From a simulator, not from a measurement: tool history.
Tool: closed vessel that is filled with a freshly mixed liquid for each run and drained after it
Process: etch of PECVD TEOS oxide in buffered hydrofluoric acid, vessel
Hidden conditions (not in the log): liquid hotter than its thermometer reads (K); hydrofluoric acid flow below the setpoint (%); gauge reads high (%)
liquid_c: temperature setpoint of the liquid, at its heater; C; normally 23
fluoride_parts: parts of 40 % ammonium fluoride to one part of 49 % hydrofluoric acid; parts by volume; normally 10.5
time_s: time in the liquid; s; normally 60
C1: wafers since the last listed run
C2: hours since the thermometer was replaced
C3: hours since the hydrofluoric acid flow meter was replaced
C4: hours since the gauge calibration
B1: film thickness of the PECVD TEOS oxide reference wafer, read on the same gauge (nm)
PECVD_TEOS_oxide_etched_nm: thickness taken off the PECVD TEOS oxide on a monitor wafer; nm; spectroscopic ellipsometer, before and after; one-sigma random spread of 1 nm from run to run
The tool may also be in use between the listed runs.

run 1 hour=0 | liquid_c=23 fluoride_parts=10.5 time_s=85 | C1=0 C2=1611.7 C3=383.8 C4=363.5 | B1=119.34 | PECVD_TEOS_oxide_etched_nm=293.05
run 2 hour=36.5 | liquid_c=23 fluoride_parts=10.5 time_s=85 | C1=5355 C2=1648.2 C3=420.3 C4=400 | B1=119.41 | PECVD_TEOS_oxide_etched_nm=292.58
run 3 hour=104.7 | liquid_c=23 fluoride_parts=10.5 time_s=60 | C1=10005 C2=1716.4 C3=488.5 C4=468.2 | B1=119.55 | PECVD_TEOS_oxide_etched_nm=207.08
run 4 hour=175.8 | liquid_c=23 fluoride_parts=10.5 time_s=60 | C1=10431 C2=1787.5 C3=559.6 C4=539.3 | B1=119.71 | PECVD_TEOS_oxide_etched_nm=204.72
run 5 hour=241 | liquid_c=25 fluoride_parts=10.5 time_s=60 | C1=9565 C2=1852.7 C3=624.8 C4=604.5 | B1=119.87 | PECVD_TEOS_oxide_etched_nm=231.96
run 6 hour=292.1 | liquid_c=25 fluoride_parts=10.5 time_s=60 | C1=7497 C2=1903.8 C3=675.9 C4=655.6 | B1=119.97 | PECVD_TEOS_oxide_etched_nm=230.54
run 7 hour=336.8 | liquid_c=25 fluoride_parts=10.5 time_s=60 | C1=6558 C2=1948.5 C3=720.6 C4=700.3 | B1=120.07 | PECVD_TEOS_oxide_etched_nm=233.32
run 8 hour=436.6 | liquid_c=23 fluoride_parts=10.5 time_s=60 | C1=14642 C2=2048.3 C3=820.4 C4=800.1 | B1=120.38 | PECVD_TEOS_oxide_etched_nm=208.9
run 9 hour=477.3 | liquid_c=23 fluoride_parts=7.5 time_s=60 | C1=5971 C2=2089 C3=861.1 C4=840.8 | B1=120.54 | PECVD_TEOS_oxide_etched_nm=282.21
run 10 hour=527.6 | liquid_c=23 fluoride_parts=12 time_s=60 | C1=7379 C2=2139.3 C3=911.4 C4=891.1 | B1=120.7 | PECVD_TEOS_oxide_etched_nm=182.73
run 11 hour=571.9 | liquid_c=23 fluoride_parts=9 time_s=60 | C1=6499 C2=2183.6 C3=955.7 C4=935.4 | B1=120.92 | PECVD_TEOS_oxide_etched_nm=232.38
run 12 hour=625.8 | liquid_c=23 fluoride_parts=10.5 time_s=60 | C1=7907 C2=2237.5 C3=1009.6 C4=989.3 | B1=121.11 | PECVD_TEOS_oxide_etched_nm=207.91
run 13 hour=718.3 | liquid_c=23 fluoride_parts=10.5 time_s=60 | C1=13571 C2=2330 C3=1102.1 C4=1081.8 | B1=121.51 | PECVD_TEOS_oxide_etched_nm=208.58
run 14 hour=776.9 | liquid_c=23 fluoride_parts=10.5 time_s=60 | C1=8597 C2=2388.6 C3=1160.7 C4=1140.4 | B1=121.78 | PECVD_TEOS_oxide_etched_nm=209.75
run 15 hour=864.4 | liquid_c=20 fluoride_parts=13.5 time_s=85 | C1=12837 C2=2476.1 C3=1248.2 C4=1227.9 | B1=122.2 | PECVD_TEOS_oxide_etched_nm=197.54
run 16 hour=922 | liquid_c=23 fluoride_parts=10.5 time_s=60 | C1=8450 C2=2533.7 C3=1305.8 C4=1285.5 | B1=122.52 | PECVD_TEOS_oxide_etched_nm=209.59
-- hour=997.1 thermometer replaced
run 17 hour=998.9 | liquid_c=25 fluoride_parts=12.5 time_s=75 | C1=11135 C2=1.8 C3=1382.7 C4=1362.4 | B1=122.95 | PECVD_TEOS_oxide_etched_nm=247.37
run 18 hour=1051.6 | liquid_c=18.5 fluoride_parts=13 time_s=30 | C1=7731 C2=54.5 C3=1435.4 C4=1415.1 | B1=123.18 | PECVD_TEOS_oxide_etched_nm=66.84
run 19 hour=1266.5 | liquid_c=23 fluoride_parts=10.5 time_s=60 | C1=31528 C2=269.4 C3=1650.3 C4=1630 | B1=124.57 | PECVD_TEOS_oxide_etched_nm=215.46
run 20 hour=1319.3 | liquid_c=23 fluoride_parts=8 time_s=60 | C1=7746 C2=322.2 C3=1703.1 C4=1682.8 | B1=124.94 | PECVD_TEOS_oxide_etched_nm=271.15
-- hour=1328.4 gauge calibrated
-- hour=1332.7 hydrofluoric acid flow meter replaced
run 21 hour=1399 | liquid_c=23 fluoride_parts=12.5 time_s=60 | C1=11546 C2=401.9 C3=66.3 C4=70.6 | B1=119.78 | PECVD_TEOS_oxide_etched_nm=174.25
run 22 hour=1490.4 | liquid_c=23 fluoride_parts=10.5 time_s=60 | C1=13409 C2=493.3 C3=157.7 C4=162 | B1=119.78 | PECVD_TEOS_oxide_etched_nm=207.37
run 23 hour=1533 | liquid_c=23 fluoride_parts=10.5 time_s=60 | C1=6250 C2=535.9 C3=200.3 C4=204.6 | B1=119.87 | PECVD_TEOS_oxide_etched_nm=207.36
run 24 hour=1598.8 | liquid_c=23 fluoride_parts=10.5 time_s=60 | C1=9653 C2=601.7 C3=266.1 C4=270.4 | B1=119.96 | PECVD_TEOS_oxide_etched_nm=207.04
run 25 hour=1652.6 | liquid_c=19 fluoride_parts=7 time_s=35 | C1=7893 C2=655.5 C3=319.9 C4=324.2 | B1=120.02 | PECVD_TEOS_oxide_etched_nm=142.67
run 26 hour=1711 | liquid_c=19 fluoride_parts=10.5 time_s=85 | C1=8568 C2=713.9 C3=378.3 C4=382.6 | B1=120.09 | PECVD_TEOS_oxide_etched_nm=233.53
run 27 hour=1782.9 | liquid_c=23 fluoride_parts=10.5 time_s=60 | C1=10548 C2=785.8 C3=450.2 C4=454.5 | B1=120.17 | PECVD_TEOS_oxide_etched_nm=206.24
run 28 hour=1870.9 | liquid_c=23 fluoride_parts=10.5 time_s=60 | C1=12910 C2=873.8 C3=538.2 C4=542.5 | B1=120.4 | PECVD_TEOS_oxide_etched_nm=206.22
run 29 hour=1965.7 | liquid_c=27 fluoride_parts=10.5 time_s=30 | C1=13908 C2=968.6 C3=633 C4=637.3 | B1=120.59 | PECVD_TEOS_oxide_etched_nm=128.92
run 30 hour=2005.1 | liquid_c=23 fluoride_parts=12.5 time_s=85 | C1=5780 C2=1008 C3=672.4 C4=676.7 | B1=120.7 | PECVD_TEOS_oxide_etched_nm=248.53
run 31 hour=2090.7 | liquid_c=23 fluoride_parts=13 time_s=60 | C1=12558 C2=1093.6 C3=758 C4=762.3 | B1=120.98 | PECVD_TEOS_oxide_etched_nm=168.42
run 32 hour=2135.2 | liquid_c=23 fluoride_parts=10.5 time_s=60 | C1=6528 C2=1138.1 C3=802.5 C4=806.8 | B1=121.11 | PECVD_TEOS_oxide_etched_nm=208.02
run 33 hour=2208.7 | liquid_c=23 fluoride_parts=10.5 time_s=50 | C1=10783 C2=1211.6 C3=876 C4=880.3 | B1=121.38 | PECVD_TEOS_oxide_etched_nm=173.85
run 34 hour=2273.3 | liquid_c=23 fluoride_parts=12 time_s=50 | C1=9477 C2=1276.2 C3=940.6 C4=944.9 | B1=121.63 | PECVD_TEOS_oxide_etched_nm=151.91

A few steps of PECVD_TEOS_oxide_etched_nm between consecutive runs. Split each: what settings, incoming material and random variation would produce without the hidden state, and what is left over for the hidden state, along with gauge scatter present in only one of the two compared results (measured, and without hidden state):
Run 17 -> 18: liquid_c 25 -> 18.5, fluoride_parts 12.5 -> 13, time_s 75 -> 30. PECVD_TEOS_oxide_etched_nm -180.53 nm: hidden state -4.14, all else -176.39.
Run 18 -> 19: liquid_c 18.5 -> 23, fluoride_parts 13 -> 10.5, time_s 30 -> 60. PECVD_TEOS_oxide_etched_nm +148.62 nm: hidden state +6.19, all else +142.43.
Run 20 -> 21: fluoride_parts 8 -> 12.5, gauge calibrated, hydrofluoric acid flow meter replaced. PECVD_TEOS_oxide_etched_nm -96.9 nm: hidden state -11.07, all else -85.83.
Run 29 -> 30: liquid_c 27 -> 23, fluoride_parts 10.5 -> 12.5, time_s 30 -> 85. PECVD_TEOS_oxide_etched_nm +119.61 nm: hidden state +0.83, all else +118.78.
